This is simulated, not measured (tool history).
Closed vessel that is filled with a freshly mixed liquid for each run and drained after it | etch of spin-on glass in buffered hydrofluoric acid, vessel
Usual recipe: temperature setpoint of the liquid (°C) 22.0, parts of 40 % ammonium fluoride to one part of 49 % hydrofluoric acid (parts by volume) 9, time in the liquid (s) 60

| run | hour | temperature setpoint of the liquid (°C) | parts of 40 % ammonium fluoride to one part of 49 % hydrofluoric acid (parts by volume) | time in the liquid (s) | read-back film thickness of the spin-on glass reference wafer, read on the same gauge (nm) | thickness taken off the spin-on glass on a monitor wafer (angstrom) |
|---|---|---|---|---|---|---|
| 1 | 0.0 | 22.0 | 9 | 60 | 50.02 | 2293.5 |
|  | 3.8 | thermometer replaced |
| 2 | 104.2 | 22.0 | 9 | 60 | 49.99 | 2284.7 |
| 3 | 208.0 | 24.0 | 9 | 60 | 49.97 | 2511.5 |
| 4 | 407.4 | 24.0 | 9 | 60 | 50.00 | 2485.0 |
| 5 | 474.5 | 24.0 | 9 | 60 | 50.03 | 2497.8 |
| 6 | 513.1 | 22.0 | 9 | 60 | 50.00 | 2252.3 |
| 7 | 585.1 | 22.0 | 9 | 60 | 50.01 | 2217.3 |
| 8 | 656.6 | 22.0 | 9 | 60 | 50.01 | 2202.1 |
| 9 | 707.8 | 23.0 | 9 | 85 | 49.99 | 3306.2 |
| 10 | 757.3 | 23.0 | 9 | 85 | 50.02 | 3271.8 |
| 11 | 843.4 | 23.0 | 9 | 85 | 49.98 | 3273.1 |
| 12 | 919.7 | 22.0 | 9 | 60 | 50.01 | 2183.6 |
| 13 | 982.5 | 22.0 | 9 | 60 | 50.01 | 2178.0 |
| 14 | 1048.0 | 22.0 | 9 | 60 | 50.01 | 2138.3 |
| 15 | 1139.9 | 22.0 | 9 | 60 | 49.96 | 2121.5 |
|  | 1180.1 | hydrofluoric acid flow meter replaced |
|  | 1365.8 | thermometer replaced |
| 16 | 1377.3 | 22.0 | 9 | 60 | 50.01 | 2307.6 |
| 17 | 1484.3 | 22.0 | 9 | 60 | 49.98 | 2302.7 |
| 18 | 1589.2 | 27.0 | 6 | 30 | 50.00 | 2262.9 |
| 19 | 1684.3 | 22.0 | 6 | 60 | 49.98 | 3424.8 |
| 20 | 1742.1 | 22.0 | 9 | 60 | 50.01 | 2305.2 |
| 21 | 1784.8 | 17.5 | 11 | 50 | 49.99 | 1239.2 |
| 22 | 1860.8 | 22.0 | 9 | 60 | 50.01 | 2281.7 |

Run 23, settings as shown, results not yet in. Your forecast:
| 23 | 1922.5 | 22.0 | 8 | 30 | ? | ? |

{"run 23": {"read-back film thickness of the spin-on glass reference wafer, read on the same gauge (nm)": 50.03, "thickness taken off the spin-on glass on a monitor wafer (angstrom)": 1248.5}}
Were there no unlogged condition in the tool, this run, its random variation unchanged, would have produced thickness taken off the spin-on glass on a monitor wafer (angstrom) 1341.1.

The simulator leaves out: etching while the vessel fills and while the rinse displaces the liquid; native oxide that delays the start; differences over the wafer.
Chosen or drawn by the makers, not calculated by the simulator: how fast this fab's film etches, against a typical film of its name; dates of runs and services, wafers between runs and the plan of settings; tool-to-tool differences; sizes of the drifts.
